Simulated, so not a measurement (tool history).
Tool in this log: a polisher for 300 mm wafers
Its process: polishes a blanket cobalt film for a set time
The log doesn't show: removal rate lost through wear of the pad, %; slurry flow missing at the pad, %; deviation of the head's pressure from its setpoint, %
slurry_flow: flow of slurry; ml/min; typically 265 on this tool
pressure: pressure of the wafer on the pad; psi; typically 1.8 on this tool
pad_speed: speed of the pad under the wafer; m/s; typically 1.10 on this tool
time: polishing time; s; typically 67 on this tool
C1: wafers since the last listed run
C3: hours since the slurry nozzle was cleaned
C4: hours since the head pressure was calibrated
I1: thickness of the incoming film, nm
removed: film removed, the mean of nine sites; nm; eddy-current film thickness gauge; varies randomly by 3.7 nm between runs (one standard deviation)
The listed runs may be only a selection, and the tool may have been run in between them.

run 1 hour=0.0 | slurry_flow=265 pressure=1.8 pad_speed=1.10 time=78 | C1=0 wafers_polished_on_this_pad=714 C3=430.5 C4=263.3 | I1=992.0 | removed=309.9
run 2 hour=17.2 | slurry_flow=265 pressure=1.8 pad_speed=1.10 time=78 | C1=199 wafers_polished_on_this_pad=914 C3=447.7 C4=280.5 | I1=1006.8 | removed=315.5
run 3 hour=32.1 | slurry_flow=265 pressure=1.8 pad_speed=1.10 time=67 | C1=172 wafers_polished_on_this_pad=1086 C3=462.6 C4=295.4 | I1=1005.2 | removed=268.6
run 4 hour=43.4 | slurry_flow=265 pressure=1.8 pad_speed=1.10 time=67 | C1=131 wafers_polished_on_this_pad=1217 C3=473.9 C4=306.7 | I1=998.2 | removed=267.0
-- hour=47.7 worn pad replaced by a new one
run 5 hour=55.8 | slurry_flow=265 pressure=1.8 pad_speed=1.10 time=67 | C1=97 wafers_polished_on_this_pad=93 C3=486.3 C4=319.1 | I1=983.9 | removed=276.8
run 6 hour=64.7 | slurry_flow=265 pressure=1.8 pad_speed=1.10 time=67 | C1=103 wafers_polished_on_this_pad=196 C3=495.2 C4=328.0 | I1=972.9 | removed=286.6
run 7 hour=73.6 | slurry_flow=265 pressure=1.8 pad_speed=1.10 time=67 | C1=103 wafers_polished_on_this_pad=300 C3=504.1 C4=336.9 | I1=996.8 | removed=272.8
run 8 hour=89.4 | slurry_flow=265 pressure=1.8 pad_speed=1.10 time=67 | C1=183 wafers_polished_on_this_pad=483 C3=519.9 C4=352.7 | I1=980.4 | removed=276.5
run 9 hour=104.4 | slurry_flow=265 pressure=1.8 pad_speed=1.10 time=67 | C1=174 wafers_polished_on_this_pad=657 C3=534.9 C4=367.7 | I1=1001.7 | removed=268.3
run 10 hour=117.1 | slurry_flow=265 pressure=1.8 pad_speed=1.10 time=67 | C1=147 wafers_polished_on_this_pad=804 C3=547.6 C4=380.4 | I1=983.2 | removed=268.8
run 11 hour=125.2 | slurry_flow=305 pressure=1.8 pad_speed=1.10 time=67 | C1=93 wafers_polished_on_this_pad=898 C3=555.7 C4=388.5 | I1=990.6 | removed=270.1
run 12 hour=135.5 | slurry_flow=355 pressure=2.3 pad_speed=0.88 time=78 | C1=119 wafers_polished_on_this_pad=1018 C3=566.0 C4=398.8 | I1=1000.0 | removed=327.2
run 13 hour=141.9 | slurry_flow=265 pressure=1.3 pad_speed=1.10 time=50 | C1=74 wafers_polished_on_this_pad=1092 C3=572.4 C4=405.2 | I1=990.5 | removed=143.9
-- hour=153.1 worn pad replaced by a new one
run 14 hour=153.6 | slurry_flow=265 pressure=1.8 pad_speed=1.10 time=67 | C1=89 wafers_polished_on_this_pad=5 C3=584.1 C4=416.9 | I1=1007.2 | removed=286.9
run 15 hour=162.0 | slurry_flow=265 pressure=1.8 pad_speed=1.10 time=58 | C1=97 wafers_polished_on_this_pad=102 C3=592.5 C4=425.3 | I1=993.1 | removed=245.2
run 16 hour=177.9 | slurry_flow=235 pressure=2.1 pad_speed=1.10 time=46 | C1=184 wafers_polished_on_this_pad=287 C3=608.4 C4=441.2 | I1=1008.3 | removed=217.9
-- hour=195.5 slurry nozzle cleaned
-- hour=197.1 head pressure recalibrated
run 17 hour=231.8 | slurry_flow=265 pressure=1.8 pad_speed=1.10 time=67 | C1=594 wafers_polished_on_this_pad=882 C3=36.3 C4=34.7 | I1=1003.4 | removed=268.1
-- hour=244.2 worn pad replaced by a new one
run 18 hour=244.7 | slurry_flow=265 pressure=1.8 pad_speed=1.10 time=67 | C1=103 wafers_polished_on_this_pad=5 C3=49.2 C4=47.6 | I1=992.4 | removed=283.2
run 19 hour=251.2 | slurry_flow=305 pressure=1.8 pad_speed=0.98 time=67 | C1=75 wafers_polished_on_this_pad=81 C3=55.7 C4=54.1 | I1=987.8 | removed=254.1
run 20 hour=267.5 | slurry_flow=265 pressure=1.4 pad_speed=1.10 time=67 | C1=189 wafers_polished_on_this_pad=270 C3=72.0 C4=70.4 | I1=989.7 | removed=214.8

Branching from run 20: 5 alternative next runs. What would each branch give?
run A hour=267.9 | slurry_flow=265 pressure=1.8 pad_speed=1.10 time=67 | C1=4 wafers_polished_on_this_pad=274 C3=72.4 C4=70.8 | I1=995.6 | removed=?
run B hour=267.9 | slurry_flow=200 pressure=1.4 pad_speed=1.10 time=67 | C1=4 wafers_polished_on_this_pad=274 C3=72.4 C4=70.8 | I1=995.6 | removed=?
run C hour=267.9 | slurry_flow=265 pressure=1.8 pad_speed=1.10 time=81 | C1=4 wafers_polished_on_this_pad=274 C3=72.4 C4=70.8 | I1=995.6 | removed=?
run D hour=267.9 | slurry_flow=230 pressure=1.8 pad_speed=1.10 time=49 | C1=4 wafers_polished_on_this_pad=274 C3=72.4 C4=70.8 | I1=995.6 | removed=?
run E hour=267.9 | slurry_flow=215 pressure=1.2 pad_speed=0.80 time=61 | C1=4 wafers_polished_on_this_pad=274 C3=72.4 C4=70.8 | I1=995.6 | removed=?

run=A removed=276.7
run=B removed=207.8
run=C removed=334.5
run=D removed=199.1
run=E removed=119.1
What these runs would have given with no unlogged condition in the tool:
run=A removed=286.6
run=B removed=215.2
run=C removed=346.4
run=D removed=206.2
run=E removed=123.4

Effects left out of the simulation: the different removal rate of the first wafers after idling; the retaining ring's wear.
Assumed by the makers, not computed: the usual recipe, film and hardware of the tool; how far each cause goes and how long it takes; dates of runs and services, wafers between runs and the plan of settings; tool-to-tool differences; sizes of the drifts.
